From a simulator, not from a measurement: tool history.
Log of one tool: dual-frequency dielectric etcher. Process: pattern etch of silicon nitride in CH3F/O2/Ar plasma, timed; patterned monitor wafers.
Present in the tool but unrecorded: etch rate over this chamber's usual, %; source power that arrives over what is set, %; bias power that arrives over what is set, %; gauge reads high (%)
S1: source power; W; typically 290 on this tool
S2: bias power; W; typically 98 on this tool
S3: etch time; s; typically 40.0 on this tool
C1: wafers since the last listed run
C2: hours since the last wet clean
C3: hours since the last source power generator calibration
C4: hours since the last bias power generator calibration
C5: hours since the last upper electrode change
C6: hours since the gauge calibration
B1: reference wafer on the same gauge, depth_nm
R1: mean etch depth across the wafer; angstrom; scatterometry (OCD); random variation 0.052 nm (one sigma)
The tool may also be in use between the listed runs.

run     day   S1   S2    S3    C1     C2      C3      C4      C5      C6     B1     R1
  1   0.000  290   98  40.0     0  457.3  1738.7  5000.3  3328.7  3167.4  22.41  248.2
  2   2.904  290   93  40.0   591  527.0  1808.4  5070.0  3398.4  3237.1  22.39  239.9
      5.067  -- bias power generator calibrated
  3   5.088  290   93  40.0   411  579.4  1860.8     0.5  3450.8  3289.5  22.41  239.9
  4   8.571  290   98  40.0   709  663.0  1944.4    84.1  3534.4  3373.1  22.39  248.2
     10.083  -- wet clean of the chamber
  5  12.342  290   98  40.0   564   54.2  2034.9   174.6  3624.9  3463.6  22.40  250.2
  6  15.042  290   98  40.0   550  119.0  2099.7   239.4  3689.7  3528.4  22.41  249.8
  7  17.100  290   98  40.0   419  168.4  2149.1   288.8  3739.1  3577.8  22.39  250.4
  8  20.496  290   98  40.0   692  249.9  2230.6   370.3  3820.6  3659.3  22.39  249.4
  9  22.025  290  117  40.0   311  286.6  2267.3   407.0  3857.3  3696.0  22.38  275.9
 10  25.058  270  114  33.0   618  359.4  2340.1   479.8  3930.1  3768.8  22.39  216.3
 11  27.538  310  120  33.0   505  418.9  2399.6   539.3  3989.6  3828.3  22.39  236.7
 12  31.304  290   98  40.0   767  509.3  2490.0   629.7  4080.0  3918.7  22.42  247.6
 13  33.279  290   98  40.0   402  556.7  2537.4   677.1  4127.4  3966.1  22.39  248.3
     37.442  -- upper electrode replaced, of another model than before
 14  37.462  250   98  40.0   648  657.1  2637.8   777.5     0.5  4066.5  22.40  224.1
 15  40.212  290   98  32.5   560  723.1  2703.8   843.5    66.5  4132.5  22.40  200.8
     41.867  -- gauge calibrated
 16  44.600  290   87  35.5   894  828.4  2809.1   948.8   171.8    65.6  22.39  209.4
     46.512  -- wet clean of the chamber
 17  47.521  290   98  40.0   391   24.2  2879.2  1018.9   241.9   135.7  22.38  250.2
     50.150  -- source power generator calibrated
 18  51.758  310   98  40.0   829  125.9    38.6  1120.6   343.6   237.4  22.40  260.1
 19  54.800  340  107  36.0   619  198.9   111.6  1193.6   416.6   310.4  22.40  254.4
 20  58.054  260   98  40.0   663  277.0   189.7  1271.7   494.7   388.5  22.39  230.6
 21  71.242  290   98  40.0  2687  593.5   506.2  1588.2   811.2   705.0  22.40  246.5
 22  75.521  290   77  31.5   872  696.2   608.9  1690.9   913.9   807.7  22.40  178.4
 23  79.008  330  115  50.0   710  779.9   692.6  1774.6   997.6   891.4  22.39  353.1
 24  81.171  290   98  40.0   440  831.8   744.5  1826.5  1049.5   943.3  22.41  246.3
 25  83.400  290   98  40.0   454  885.3   798.0  1880.0  1103.0   996.8  22.41  245.5
     84.600  -- wet clean of the chamber
 26  87.062  340  122  49.5   542   59.1   885.9  1967.9  1190.9  1084.7  22.40  370.3
 27  88.754  290   92  31.0   344   99.7   926.5  2008.5  1231.5  1125.3  22.41  189.1
 28  93.162  260  106  28.5   898  205.5  1032.3  2114.3  1337.3  1231.1  22.39  169.6
 29  95.117  290   98  32.0   398  252.4  1079.2  2161.2  1384.2  1278.0  22.41  198.8
 30  99.421  290   90  46.5   877  355.7  1182.5  2264.5  1487.5  1381.3  22.41  280.0

Subtracting, for every run, the result it would have given without the tool's unlogged condition from the measured result gives the following. The same run-to-run variation enters both numbers; the gauge's scatter may not:
run    R1
  1  -2.1
  2  -2.2
  3  -2.5
  4  -2.8
  5  +0.0
  6  -0.3
  7  -0.5
  8  -0.9
  9  -1.1
 10  -1.1
 11  -1.4
 12  -1.9
 13  -2.1
 14  -2.3
 15  -2.3
 16  -2.7
 17  -0.6
 18  -1.0
 19  -1.3
 20  -1.5
 21  -2.9
 22  -2.4
 23  -5.3
 24  -3.8
 25  -4.0
 26  -0.9
 27  -0.6
 28  -0.8
 29  -1.1
 30  -2.0
